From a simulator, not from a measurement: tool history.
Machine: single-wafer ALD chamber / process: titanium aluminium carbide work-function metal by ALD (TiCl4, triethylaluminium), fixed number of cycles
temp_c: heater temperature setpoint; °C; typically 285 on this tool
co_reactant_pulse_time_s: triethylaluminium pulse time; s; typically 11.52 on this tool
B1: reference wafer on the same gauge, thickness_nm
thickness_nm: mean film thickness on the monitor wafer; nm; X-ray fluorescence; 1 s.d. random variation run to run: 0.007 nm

Run 1, hour 0: usual settings; B1 2.169. Result: thickness_nm 1.79 nm.
Run 2, hour 38.5: usual settings; B1 2.17. Result: thickness_nm 1.784 nm.
Run 3, hour 84.3: usual settings; B1 2.17. Result: thickness_nm 1.779 nm.
Run 4, hour 130.4: usual settings; B1 2.17. Result: thickness_nm 1.779 nm.
Run 5, hour 181.6: usual settings; B1 2.171. Result: thickness_nm 1.766 nm.
Run 6, hour 214.6: usual settings; B1 2.169. Result: thickness_nm 1.775 nm.
Run 7, hour 270.1: usual settings; B1 2.169. Result: thickness_nm 1.752 nm.
At hour 278.7: thermocouple changed; heater temperature recalibrated.
Run 8, hour 329: usual settings; B1 2.17. Result: thickness_nm 1.746 nm.
Run 9, hour 376.8: usual settings but temp_c 291 °C; B1 2.169. Result: thickness_nm 1.814 nm.
At hour 436.3: triethylaluminium bottle replaced.
Run 10, hour 533.7: usual settings but temp_c 291 °C; B1 2.171. Result: thickness_nm 1.902 nm.
Run 11, hour 586.1: usual settings but temp_c 296 °C; B1 2.171. Result: thickness_nm 1.946 nm.
Run 12, hour 643.3: usual settings but temp_c 294 °C; B1 2.171. Result: thickness_nm 1.927 nm.
At hour 685.7: showerhead replaced.
Run 13, hour 686.5: usual settings but temp_c 294 °C; B1 2.169. Result: thickness_nm 1.919 nm.
At hour 729.3: gauge calibrated.
Run 14, hour 742.2: usual settings; B1 2.171. Result: thickness_nm 1.831 nm.
Run 15, hour 775.6: usual settings but temp_c 297 °C, co_reactant_pulse_time_s 9.27 s; B1 2.17. Result: thickness_nm 1.901 nm.
Run 16, hour 845.6: usual settings; B1 2.17. Result: thickness_nm 1.837 nm.
Run 17, hour 870: usual settings but temp_c 277 °C, co_reactant_pulse_time_s 8.49 s; B1 2.171. Result: thickness_nm 1.718 nm.
Run 18, hour 912.3: usual settings; B1 2.17. Result: thickness_nm 1.836 nm.
Run 19, hour 956.7: usual settings but temp_c 273 °C; B1 2.169. Result: thickness_nm 1.722 nm.
Run 20, hour 1004.8: usual settings but temp_c 271 °C, co_reactant_pulse_time_s 8.51 s; B1 2.172. Result: thickness_nm 1.649 nm.
Run 21, hour 1038.1: usual settings but co_reactant_pulse_time_s 13.56 s; B1 2.169. Result: thickness_nm 1.855 nm.
Run 22, hour 1091.2: usual settings but co_reactant_pulse_time_s 9.3 s; B1 2.169. Result: thickness_nm 1.787 nm.
Run 23, hour 1138.8: usual settings but temp_c 290 °C, co_reactant_pulse_time_s 13.71 s; B1 2.171. Result: thickness_nm 1.907 nm.
Run 24, hour 1199.5: usual settings but temp_c 289 °C, co_reactant_pulse_time_s 8.72 s; B1 2.171. Result: thickness_nm 1.814 nm.
Run 25, hour 1234.9: usual settings but temp_c 298 °C, co_reactant_pulse_time_s 7.47 s; B1 2.169. Result: thickness_nm 1.849 nm.
Run 26, hour 1264.4: usual settings but co_reactant_pulse_time_s 13.42 s; B1 2.17. Result: thickness_nm 1.843 nm.
Run 27, hour 1298.9: usual settings but co_reactant_pulse_time_s 7.43 s; B1 2.169. Result: thickness_nm 1.731 nm.
Run 28, hour 1341: usual settings but temp_c 271 °C, co_reactant_pulse_time_s 8.58 s; B1 2.169. Result: thickness_nm 1.645 nm.
Run 29, hour 1375.8: usual settings but temp_c 279 °C; B1 2.17. Result: thickness_nm 1.765 nm.
Run 30, hour 1434.2: usual settings but temp_c 273 °C, co_reactant_pulse_time_s 13.99 s; B1 2.17. Result: thickness_nm 1.734 nm.
Run 31, hour 1462.8: usual settings; B1 2.169. Result: thickness_nm 1.823 nm.
Run 32, hour 1508.4: usual settings but temp_c 274 °C, co_reactant_pulse_time_s 8.45 s; B1 2.168. Result: thickness_nm 1.652 nm.
Run 33, hour 1549: usual settings but temp_c 272 °C, co_reactant_pulse_time_s 7.78 s; B1 2.17. Result: thickness_nm 1.607 nm.
Run 34, hour 1590.2: usual settings but temp_c 279 °C, co_reactant_pulse_time_s 14.22 s; B1 2.169. Result: thickness_nm 1.788 nm.

Below are 3 alternative next runs, each starting from the tool's condition after run 34. Predict each:
Run A, hour 1590.6: usual settings but temp_c 298 °C; B1 ?. Result: thickness_nm ?.
Run B, hour 1590.6: usual settings but temp_c 274 °C, co_reactant_pulse_time_s 15.73 s; B1 ?. Result: thickness_nm ?.
Run C, hour 1590.6: usual settings but temp_c 292 °C, co_reactant_pulse_time_s 15.35 s; B1 ?. Result: thickness_nm ?.

run    B1  thickness_nm
  A  2.17         1.935
  B  2.17         1.748
  C  2.17         1.918
Stripped of hidden state, with their random variation kept, the same runs would have yielded:
run  thickness_nm
  A         1.963
  B         1.758
  C          1.93
